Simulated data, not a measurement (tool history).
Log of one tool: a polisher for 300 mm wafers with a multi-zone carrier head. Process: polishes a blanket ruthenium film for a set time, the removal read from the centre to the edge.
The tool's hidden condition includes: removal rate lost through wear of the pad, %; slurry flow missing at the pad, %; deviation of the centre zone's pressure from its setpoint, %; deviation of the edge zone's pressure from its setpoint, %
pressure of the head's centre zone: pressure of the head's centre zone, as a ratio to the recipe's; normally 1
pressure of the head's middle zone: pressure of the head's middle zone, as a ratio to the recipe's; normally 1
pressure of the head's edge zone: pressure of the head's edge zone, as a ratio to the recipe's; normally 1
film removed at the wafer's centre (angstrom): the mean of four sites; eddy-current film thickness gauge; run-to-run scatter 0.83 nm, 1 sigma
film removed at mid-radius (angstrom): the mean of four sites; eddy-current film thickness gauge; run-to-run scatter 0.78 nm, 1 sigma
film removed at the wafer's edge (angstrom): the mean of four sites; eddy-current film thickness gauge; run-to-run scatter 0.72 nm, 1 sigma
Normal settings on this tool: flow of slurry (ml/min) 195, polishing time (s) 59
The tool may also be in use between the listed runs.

run	hour	flow of slurry (ml/min)	pressure of the head's centre zone	pressure of the head's middle zone	pressure of the head's edge zone	polishing time (s)	wafers since the last listed run	wafers polished on this pad	hours since the slurry nozzle was cleaned	hours since the centre zone pressure was calibrated	hours since the edge zone pressure was calibrated	hours since the carrier head's membrane was replaced	incoming thickness of the incoming film, nm	film removed at the wafer's centre (angstrom)	film removed at mid-radius (angstrom)	film removed at the wafer's edge (angstrom)
1	0	160	1	1	1	59	0	1192	472.8	440.5	1156.8	758.6	501.1	855	883	933
# hour 6.3: worn pad replaced by a new one
2	8.8	160	1	1	1	59	35	18	481.6	449.3	1165.6	767.4	493.6	846	877	946
3	17.7	250	1	0.92	1	59	64	83	490.5	458.2	1174.5	776.3	505.6	969	921	1023
4	35.2	250	1	0.92	1	59	127	210	508	475.7	1192	793.8	505	963	920	1025
5	41.5	250	1	0.92	1	59	45	256	514.3	482	1198.3	800.1	494.4	960	917	1015
6	56.7	140	1	1	1	59	110	367	529.5	497.2	1213.5	815.3	509.9	798	834	915
7	80.2	140	1	1	1	59	171	539	553	520.7	1237	838.8	504.4	804	830	912
8	93.8	195	1	1	1	59	99	638	566.6	534.3	1250.6	852.4	492.7	909	932	972
# hour 123.9: carrier head's membrane replaced by a new one
9	124.4	195	1	1	1	59	186	825	597.2	564.9	1281.2	0.5	499.2	907	918	968
10	126.6	195	1	1	1	59	16	841	599.4	567.1	1283.4	2.7	503.2	902	918	960
# hour 138.9: centre zone pressure recalibrated
11	144	195	1	0.97	1	59	112	953	616.8	5.1	1300.8	20.1	506.6	910	901	969
12	152.9	195	1	1	1	70	64	1018	625.7	14	1309.7	29	504.9	1084	1087	1146
# hour 162.3: slurry nozzle cleaned
13	163.8	195	1	1.07	1.12	40	72	1090	1.5	24.9	1320.6	39.9	498.7	700	750	754
14	172	155	1	1	0.93	59	59	1150	9.7	33.1	1328.8	48.1	500.1	990	990	977
# hour 179.7: worn pad replaced by a new one
# hour 181.6: edge zone pressure recalibrated
15	187.4	195	1	1	0.9	47	69	42	25.1	48.5	5.8	63.5	510.3	816	814	800
16	203.1	195	1	1	1	59	114	157	40.8	64.2	21.5	79.2	508.9	1014	1030	1048

Run 17, settings as shown, results not yet in. Your forecast:
17	212	195	1	1	1	59	64	222	49.7	73.1	30.4	88.1	497.8	?	?	?

Run 17 produced film removed at the wafer's centre (angstrom) 1008, film removed at mid-radius (angstrom) 1014, film removed at the wafer's edge (angstrom) 1035.
If the tool had no hidden condition, the same run with the same run-to-run variation would have returned film removed at the wafer's centre (angstrom) 1033, film removed at mid-radius (angstrom) 1035, film removed at the wafer's edge (angstrom) 1051.

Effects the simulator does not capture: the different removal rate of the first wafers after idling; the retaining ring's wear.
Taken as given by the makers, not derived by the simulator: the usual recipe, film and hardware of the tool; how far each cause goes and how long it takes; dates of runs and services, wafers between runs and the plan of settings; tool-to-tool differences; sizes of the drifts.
